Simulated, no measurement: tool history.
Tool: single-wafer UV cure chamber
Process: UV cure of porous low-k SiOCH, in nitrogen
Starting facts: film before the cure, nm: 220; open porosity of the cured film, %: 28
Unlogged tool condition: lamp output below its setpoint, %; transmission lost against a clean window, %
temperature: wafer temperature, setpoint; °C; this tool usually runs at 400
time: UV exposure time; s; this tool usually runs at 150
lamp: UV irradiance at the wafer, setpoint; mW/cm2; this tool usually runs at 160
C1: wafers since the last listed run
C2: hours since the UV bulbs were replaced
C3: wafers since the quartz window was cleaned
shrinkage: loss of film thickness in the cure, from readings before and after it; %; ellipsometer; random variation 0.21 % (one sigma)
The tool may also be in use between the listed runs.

Run 1, hour 0: usual settings; C1 0; C2 821.2; C3 889. Result: shrinkage 13.853 %.
Run 2, hour 12: usual settings; C1 54; C2 833.2; C3 943. Result: shrinkage 13.459 %.
Run 3, hour 20.2: usual settings; C1 37; C2 841.4; C3 980. Result: shrinkage 13.687 %.
Run 4, hour 32.8: usual settings; C1 57; C2 854; C3 1038. Result: shrinkage 13.907 %.
Run 5, hour 39.1: usual settings; C1 28; C2 860.3; C3 1066. Result: shrinkage 13.923 %.
Run 6, hour 66.1: usual settings; C1 122; C2 887.3; C3 1189. Result: shrinkage 13.789 %.
Run 7, hour 75.9: usual settings; C1 44; C2 897.1; C3 1233. Result: shrinkage 13.748 %.
Run 8, hour 88.1: usual settings; C1 55; C2 909.3; C3 1288. Result: shrinkage 13.793 %.
Run 9, hour 94.3: usual settings; C1 28; C2 915.5; C3 1317. Result: shrinkage 13.61 %.
Run 10, hour 107.8: usual settings but time 110 s; C1 61; C2 929; C3 1378. Result: shrinkage 11.726 %.
Run 11, hour 116.7: usual settings but time 110 s; C1 40; C2 937.9; C3 1418. Result: shrinkage 11.95 %.
Run 12, hour 123.4: usual settings; C1 30; C2 944.6; C3 1449. Result: shrinkage 13.267 %.
Run 13, hour 135.7: usual settings; C1 55; C2 956.9; C3 1504. Result: shrinkage 13.582 %.
Run 14, hour 153.3: usual settings but lamp 138 mW/cm2; C1 79; C2 974.5; C3 1584. Result: shrinkage 12.579 %.
Run 15, hour 163.7: usual settings but lamp 138 mW/cm2; C1 47; C2 984.9; C3 1631. Result: shrinkage 12.705 %.
Run 16, hour 176.1: usual settings but lamp 138 mW/cm2; C1 56; C2 997.3; C3 1688. Result: shrinkage 12.356 %.
Run 17, hour 188.4: usual settings but lamp 178 mW/cm2; C1 55; C2 1009.6; C3 1743. Result: shrinkage 13.627 %.
Run 18, hour 201.1: usual settings but lamp 178 mW/cm2; C1 57; C2 1022.3; C3 1801. Result: shrinkage 13.827 %.
Run 19, hour 216.2: usual settings but lamp 178 mW/cm2; C1 68; C2 1037.4; C3 1869. Result: shrinkage 13.66 %.
Run 20, hour 223.7: usual settings but temperature 415 °C, lamp 146 mW/cm2; C1 34; C2 1044.9; C3 1903. Result: shrinkage 12.526 %.
Run 21, hour 231.3: usual settings; C1 34; C2 1052.5; C3 1938. Result: shrinkage 13.014 %.
Run 22, hour 239.5: usual settings but time 220 s; C1 37; C2 1060.7; C3 1975. Result: shrinkage 15.286 %.
Run 23, hour 248.8: usual settings but temperature 384 °C, time 240 s; C1 42; C2 1070; C3 2017. Result: shrinkage 15.444 %.
Run 24, hour 257.6: usual settings but temperature 415 °C, time 205 s, lamp 175 mW/cm2; C1 39; C2 1078.8; C3 2057. Result: shrinkage 15.56 %.
Run 25, hour 269: usual settings but temperature 413 °C; C1 51; C2 1090.2; C3 2109. Result: shrinkage 13.291 %.
Run 26, hour 277.1: usual settings; C1 36; C2 1098.3; C3 2146. Result: shrinkage 12.879 %.
Run 27, hour 284.5: usual settings but time 95 s, lamp 144 mW/cm2; C1 33; C2 1105.7; C3 2179. Result: shrinkage 9.582 %.
Run 28, hour 290.6: usual settings but time 85 s; C1 27; C2 1111.8; C3 2207. Result: shrinkage 9.614 %.
At hour 305: UV bulbs replaced.
At hour 315: quartz window cleaned.
Run 29, hour 315.5: usual settings but temperature 415 °C, lamp 146 mW/cm2; C1 40; C2 10.5; C3 2. Result: shrinkage 16.564 %.
Run 30, hour 321.5: usual settings but time 90 s, lamp 181 mW/cm2; C1 27; C2 16.5; C3 29. Result: shrinkage 14.343 %.
Run 31, hour 337.8: usual settings but temperature 394 °C, time 65 s, lamp 189 mW/cm2; C1 73; C2 32.8; C3 103. Result: shrinkage 12.374 %.
Run 32, hour 351.2: usual settings but time 95 s, lamp 175 mW/cm2; C1 60; C2 46.2; C3 164. Result: shrinkage 13.885 %.
Run 33, hour 365.5: usual settings; C1 64; C2 60.5; C3 229. Result: shrinkage 16.552 %.
Run 34, hour 377.1: usual settings but temperature 380 °C, time 115 s; C1 52; C2 72.1; C3 281. Result: shrinkage 14.474 %.
Run 35, hour 389.5: usual settings but temperature 388 °C, time 75 s, lamp 133 mW/cm2; C1 56; C2 84.5; C3 337. Result: shrinkage 10.94 %.
Run 36, hour 401.4: usual settings but temperature 394 °C, time 190 s, lamp 195 mW/cm2; C1 53; C2 96.4; C3 391. Result: shrinkage 18.796 %.
Run 37, hour 413.8: usual settings but temperature 415 °C, time 205 s, lamp 148 mW/cm2; C1 56; C2 108.8; C3 448. Result: shrinkage 17.379 %.
Run 38, hour 421: usual settings but temperature 415 °C, time 100 s, lamp 173 mW/cm2; C1 32; C2 116; C3 480. Result: shrinkage 13.935 %.
Run 39, hour 431.6: usual settings but temperature 389 °C, time 215 s; C1 48; C2 126.6; C3 528. Result: shrinkage 17.499 %.

3 ways to go on from here, each from the tool as it stands after run 39. What would each give?
Run A, hour 432.1: usual settings but temperature 415 °C; C1 2; C2 127.1; C3 531. Result: shrinkage ?.
Run B, hour 432.1: usual settings but lamp 131 mW/cm2; C1 2; C2 127.1; C3 531. Result: shrinkage ?.
Run C, hour 432.1: usual settings but temperature 395 °C, lamp 187 mW/cm2; C1 2; C2 127.1; C3 531. Result: shrinkage ?.

run  shrinkage
  A     16.239
  B     14.725
  C      16.72
Without the tool's unlogged condition, the same runs would have read:
run  shrinkage
  A     17.281
  B     15.741
  C      17.77
